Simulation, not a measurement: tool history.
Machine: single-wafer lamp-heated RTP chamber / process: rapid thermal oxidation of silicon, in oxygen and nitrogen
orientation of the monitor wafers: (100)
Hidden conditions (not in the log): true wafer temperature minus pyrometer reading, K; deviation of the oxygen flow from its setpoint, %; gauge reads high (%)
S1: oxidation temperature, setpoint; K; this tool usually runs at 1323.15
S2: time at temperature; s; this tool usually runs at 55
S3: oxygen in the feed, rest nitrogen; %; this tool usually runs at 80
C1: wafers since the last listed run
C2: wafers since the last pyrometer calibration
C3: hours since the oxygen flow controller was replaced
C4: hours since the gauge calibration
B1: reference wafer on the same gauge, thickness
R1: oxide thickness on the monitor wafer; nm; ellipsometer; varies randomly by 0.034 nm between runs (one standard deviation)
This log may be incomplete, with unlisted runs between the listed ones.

run	day	S1	S2	S3	C1	C2	C3	C4	B1	R1
1	0	1323.15	55	68	0	128	3869.4	283	8.847	7.022
2	0.525	1331.15	55	80	140	269	3882	295.6	8.872	7.992
3	1.6	1331.15	55	80	288	558	3907.8	321.4	8.853	7.927
4	2.188	1331.15	55	80	157	715	3921.9	335.5	8.874	7.988
5	2.871	1330.15	55	80	183	899	3938.3	351.9	8.875	7.863
6	3.333	1330.15	55	80	124	1023	3949.4	363	8.863	7.949
7	4.012	1323.15	55	80	182	1205	3965.7	379.3	8.858	7.621
8	5.346	1323.15	55	80	357	1563	3997.7	411.3	8.842	7.62
# day 6.042: oxygen flow controller replaced
9	6.062	1301.15	55	80	102	1666	0.5	428.5	8.872	6.488
10	6.242	1323.15	55	90	48	1714	4.8	432.8	8.854	7.92
11	6.525	1323.15	55	90	76	1790	11.6	439.6	8.851	7.933
# day 7: pyrometer window cleaned and pyrometer calibrated
# day 7.392: gauge calibrated
12	8.762	1323.15	55	80	511	472	65.3	32.9	8.877	7.53
13	9.1	1323.15	55	80	90	563	73.4	41	8.863	7.499
14	9.754	1323.15	55	80	175	738	89.1	56.7	8.867	7.605
15	10.117	1323.15	55	80	97	836	97.8	65.4	8.875	7.519
16	10.4	1323.15	55	80	76	912	104.6	72.2	8.843	7.522
17	10.912	1323.15	55	80	137	1049	116.9	84.5	8.868	7.625
18	11.625	1323.15	31	80	191	1241	134	101.6	8.853	5.924
19	12.154	1323.15	55	80	142	1383	146.7	114.3	8.868	7.551
20	12.833	1342.15	55	54	182	1565	163	130.6	8.867	7.545
# day 13.908: pyrometer window cleaned and pyrometer calibrated
21	14.321	1349.15	68	54	309	110	198.7	166.3	8.867	8.484
22	14.704	1323.15	46	80	102	213	207.9	175.5	8.844	6.958
23	15.029	1323.15	67	80	87	300	215.7	183.3	8.852	8.249
24	15.667	1306.15	31	80	171	471	231	198.6	8.864	5.248
25	16.138	1323.15	55	80	126	598	242.3	209.9	8.86	7.576
26	16.408	1323.15	70	80	72	671	248.8	216.4	8.864	8.5
27	16.946	1311.15	75	98	144	815	261.7	229.3	8.868	8.54
28	17.575	1337.15	47	67	168	984	276.8	244.4	8.856	7.289
29	18.071	1352.15	55	80	133	1117	288.7	256.3	8.863	9.246
30	18.392	1296.15	33	56	86	1203	296.4	264	8.883	4.469
31	18.967	1306.15	55	80	154	1357	310.2	277.8	8.873	6.703
32	19.254	1323.15	73	98	77	1435	317.1	284.7	8.867	9.293

Here are 4 independent what-if runs from the current tool condition. What would each one return?
A	19.271	1323.15	55	80	4	1439	317.5	285.1	?	?
B	19.271	1323.15	77	80	4	1439	317.5	285.1	?	?
C	19.271	1348.15	44	80	4	1439	317.5	285.1	?	?
D	19.271	1323.15	55	60	4	1439	317.5	285.1	?	?

run	B1	R1
A	8.873	7.563
B	8.873	8.791
C	8.873	8.1
D	8.873	6.83
Without the tool's hidden state the same runs would have given:
run	R1
A	7.408
B	8.61
C	7.94
D	6.69
